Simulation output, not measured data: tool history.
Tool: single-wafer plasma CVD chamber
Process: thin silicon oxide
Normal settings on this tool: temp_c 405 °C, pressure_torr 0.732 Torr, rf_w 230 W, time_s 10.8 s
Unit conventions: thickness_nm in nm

run,hour,temp_c,pressure_torr,rf_w,time_s,"read-back reference wafer on the same gauge, thickness_nm",thickness_nm
1,0.0,405,0.732,230,10.8,18.697,16.165
2,42.7,405,0.612,230,10.8,18.722,14.263
3,84.6,405,0.732,230,10.8,18.701,16.036
# hour 330.5: gauge calibrated
4,351.2,405,0.732,230,10.8,18.699,16.129
5,457.4,405,0.732,230,10.8,18.698,16.109
6,502.9,405,0.732,230,10.8,18.693,16.163
# hour 516.3: capacitance manometer re-zeroed and calibrated
# hour 545.2: showerhead replaced
7,595.3,397,0.732,230,10.8,18.716,16.181
8,688.3,395,0.790,250,10.8,18.717,18.033
9,775.0,405,0.609,190,10.8,18.695,11.952
10,813.7,393,0.611,250,10.0,18.707,14.198
11,910.0,405,0.643,250,9.2,18.700,13.283
# hour 943.5: thermocouple changed; heater temperature recalibrated
12,977.9,405,0.732,230,10.8,18.692,16.075
13,1057.5,405,0.732,230,10.8,18.710,16.112
14,1095.9,405,0.732,230,10.8,18.708,16.009
15,1190.6,405,0.732,230,10.8,18.685,16.020
# hour 1269.9: RF generator calibrated
16,1270.4,405,0.630,270,10.8,18.701,16.450
17,1341.3,405,0.732,230,10.8,18.703,15.989
18,1409.1,395,0.732,230,10.8,18.706,16.232
19,1496.6,410,0.732,260,10.8,18.697,17.495
20,1567.4,405,0.732,230,10.8,18.697,16.127
21,1617.1,412,0.732,260,11.5,18.699,18.663
22,1703.0,396,0.732,230,12.0,18.698,17.947
23,1785.5,401,0.732,230,11.7,18.711,17.408
24,1866.9,417,0.732,245,10.8,18.702,16.824
25,1937.7,414,0.785,245,11.7,18.699,19.104
26,2022.2,405,0.561,230,10.8,18.688,13.474
# hour 2065.6: capacitance manometer re-zeroed and calibrated
27,2081.1,405,0.553,230,10.8,18.710,13.306
28,2134.6,413,0.589,205,10.8,18.703,12.421
29,2172.0,405,0.732,230,11.9,18.708,17.816

3 ways to go on from here, each from the tool as it stands after run 29. What would each give?
A,2172.4,405,0.732,200,10.8,?,?
B,2172.4,405,0.826,230,9.8,?,?
C,2172.4,405,0.732,190,9.7,?,?

run,"read-back reference wafer on the same gauge, thickness_nm",thickness_nm
A,18.703,14.245
B,18.703,15.836
C,18.703,12.143
Stripped of hidden state, with their random variation kept, the same runs would have yielded:
run,thickness_nm
A,14.245
B,15.836
C,12.143
